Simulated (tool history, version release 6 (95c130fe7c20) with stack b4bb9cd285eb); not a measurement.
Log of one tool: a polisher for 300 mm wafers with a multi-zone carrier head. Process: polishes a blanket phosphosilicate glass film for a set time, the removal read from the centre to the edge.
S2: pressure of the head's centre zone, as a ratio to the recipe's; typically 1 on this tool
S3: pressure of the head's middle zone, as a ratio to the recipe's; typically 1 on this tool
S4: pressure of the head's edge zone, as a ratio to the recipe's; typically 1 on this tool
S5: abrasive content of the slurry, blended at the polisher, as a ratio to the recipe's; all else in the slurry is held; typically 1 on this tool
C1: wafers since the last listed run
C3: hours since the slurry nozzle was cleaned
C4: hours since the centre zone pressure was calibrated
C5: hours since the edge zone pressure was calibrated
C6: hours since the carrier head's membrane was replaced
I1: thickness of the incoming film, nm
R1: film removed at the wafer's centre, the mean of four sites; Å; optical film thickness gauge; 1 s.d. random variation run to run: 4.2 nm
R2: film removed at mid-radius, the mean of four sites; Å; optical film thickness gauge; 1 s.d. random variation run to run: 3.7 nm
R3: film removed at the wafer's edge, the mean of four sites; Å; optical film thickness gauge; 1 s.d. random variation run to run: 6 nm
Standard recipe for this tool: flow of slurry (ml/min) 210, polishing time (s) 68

Run 1, day 0: usual settings; C1 0; wafers polished on this pad 1569; C3 210.9; C4 809; C5 844.4; C6 1282.4; I1 3033.5. Result: R1 4342 Å, R2 4654 Å, R3 4604 Å.
Run 2, day 1.779: usual settings; C1 572; wafers polished on this pad 2142; C3 253.6; C4 851.7; C5 887.1; C6 1325.1; I1 3046.7. Result: R1 4251 Å, R2 4584 Å, R3 4596 Å.
At day 2.375: worn pad replaced by a new one.
Run 3, day 3.942: usual settings; C1 642; wafers polished on this pad 504; C3 305.5; C4 903.6; C5 939; C6 1377; I1 3087.6. Result: R1 4415 Å, R2 4736 Å, R3 4575 Å.
Run 4, day 6.204: usual settings; C1 728; wafers polished on this pad 1232; C3 359.8; C4 957.9; C5 993.3; C6 1431.3; I1 3003.8. Result: R1 4317 Å, R2 4594 Å, R3 4553 Å.
Run 5, day 8.829: usual settings; C1 845; wafers polished on this pad 2077; C3 422.8; C4 1020.9; C5 1056.3; C6 1494.3; I1 3059.9. Result: R1 4237 Å, R2 4528 Å, R3 4540 Å.
At day 9.712: worn pad replaced by a new one.
Run 6, day 10.15: usual settings but S4 1.04; C1 371; wafers polished on this pad 140; C3 454.5; C4 1052.6; C5 1088; C6 1526; I1 3096.3. Result: R1 4345 Å, R2 4681 Å, R3 4660 Å.
At day 11.329: carrier head's membrane replaced by a new one.
Run 7, day 11.604: usual settings but S4 1.04; C1 401; wafers polished on this pad 541; C3 489.4; C4 1087.5; C5 1122.9; C6 6.6; I1 3025.7. Result: R1 4291 Å, R2 4649 Å, R3 4640 Å.
Run 8, day 13.125: usual settings; C1 489; wafers polished on this pad 1031; C3 525.9; C4 1124; C5 1159.4; C6 43.1; I1 3068.1. Result: R1 4263 Å, R2 4540 Å, R3 4405 Å.
Run 9, day 15.558: usual settings; C1 783; wafers polished on this pad 1815; C3 584.3; C4 1182.4; C5 1217.8; C6 101.5; I1 3040.7. Result: R1 4175 Å, R2 4469 Å, R3 4403 Å.
At day 16.125: worn pad replaced by a new one.
At day 16.371: edge zone pressure recalibrated.
Run 10, day 16.754: usual settings but flow of slurry (ml/min) 245, S5 1.2, polishing time (s) 53; C1 304; wafers polished on this pad 176; C3 613; C4 1211.1; C5 9.2; C6 130.2; I1 3034.2. Result: R1 3909 Å, R2 4206 Å, R3 4137 Å.
At day 16.954: slurry nozzle cleaned.
At day 17.562: centre zone pressure recalibrated.
Run 11, day 17.879: usual settings but S3 0.9, S4 0.89, S5 0.7; C1 321; wafers polished on this pad 498; C3 22.2; C4 7.6; C5 36.2; C6 157.2; I1 3061.4. Result: R1 3018 Å, R2 2971 Å, R3 3024 Å.
Run 12, day 20.192: usual settings; C1 744; wafers polished on this pad 1242; C3 77.7; C4 63.1; C5 91.7; C6 212.7; I1 3074.4. Result: R1 4399 Å, R2 4746 Å, R3 4629 Å.
At day 22.171: worn pad replaced by a new one.
Run 13, day 23.046: usual settings but flow of slurry (ml/min) 160, S3 0.9; C1 865; wafers polished on this pad 282; C3 146.2; C4 131.6; C5 160.2; C6 281.2; I1 3059.7. Result: R1 4234 Å, R2 4221 Å, R3 4529 Å.
Run 14, day 25.525: usual settings but flow of slurry (ml/min) 230, S2 1.06, S3 1.07, polishing time (s) 54; C1 798; wafers polished on this pad 1080; C3 205.7; C4 191.1; C5 219.7; C6 340.7; I1 3054.6. Result: R1 3692 Å, R2 4033 Å, R3 3720 Å.
At day 27.971: worn pad replaced by a new one.
Run 15, day 28.417: usual settings but flow of slurry (ml/min) 235, S2 1.06, S3 1.11, S4 1.08; C1 877; wafers polished on this pad 143; C3 275.1; C4 260.5; C5 289.1; C6 410.1; I1 3040.8. Result: R1 4846 Å, R2 5291 Å, R3 5008 Å.
Run 16, day 30.792: usual settings but S2 1.03; C1 764; wafers polished on this pad 908; C3 332.1; C4 317.5; C5 346.1; C6 467.1; I1 3065.3. Result: R1 4526 Å, R2 4677 Å, R3 4575 Å.
Run 17, day 32.192: usual settings but S3 1.04, S4 0.91; C1 450; wafers polished on this pad 1358; C3 365.7; C4 351.1; C5 379.7; C6 500.7; I1 3024.7. Result: R1 4295 Å, R2 4816 Å, R3 4332 Å.
Run 18, day 33.25: usual settings; C1 340; wafers polished on this pad 1699; C3 391.1; C4 376.5; C5 405.1; C6 526.1; I1 3025. Result: R1 4215 Å, R2 4605 Å, R3 4562 Å.

Alternative continuations, all from the tool just after run 18; predict every row:
Run A, day 33.267: usual settings; C1 5; wafers polished on this pad 1705; C3 391.5; C4 376.9; C5 405.5; C6 526.5; I1 3102.4. Result: R1 ?, R2 ?, R3 ?.
Run B, day 33.267: usual settings but flow of slurry (ml/min) 165, S5 1.3; C1 5; wafers polished on this pad 1705; C3 391.5; C4 376.9; C5 405.5; C6 526.5; I1 3102.4. Result: R1 ?, R2 ?, R3 ?.
Run C, day 33.267: usual settings but flow of slurry (ml/min) 185, S3 0.9, polishing time (s) 61; C1 5; wafers polished on this pad 1705; C3 391.5; C4 376.9; C5 405.5; C6 526.5; I1 3102.4. Result: R1 ?, R2 ?, R3 ?.

run    R1    R2    R3
  A  4250  4619  4538
  B  4774  5218  5190
  C  3716  3710  4011
Stripped of hidden state, with their random variation kept, the same runs would have yielded:
run    R1    R2    R3
  A  4556  4938  4819
  B  5158  5615  5536
  C  3999  3979  4269
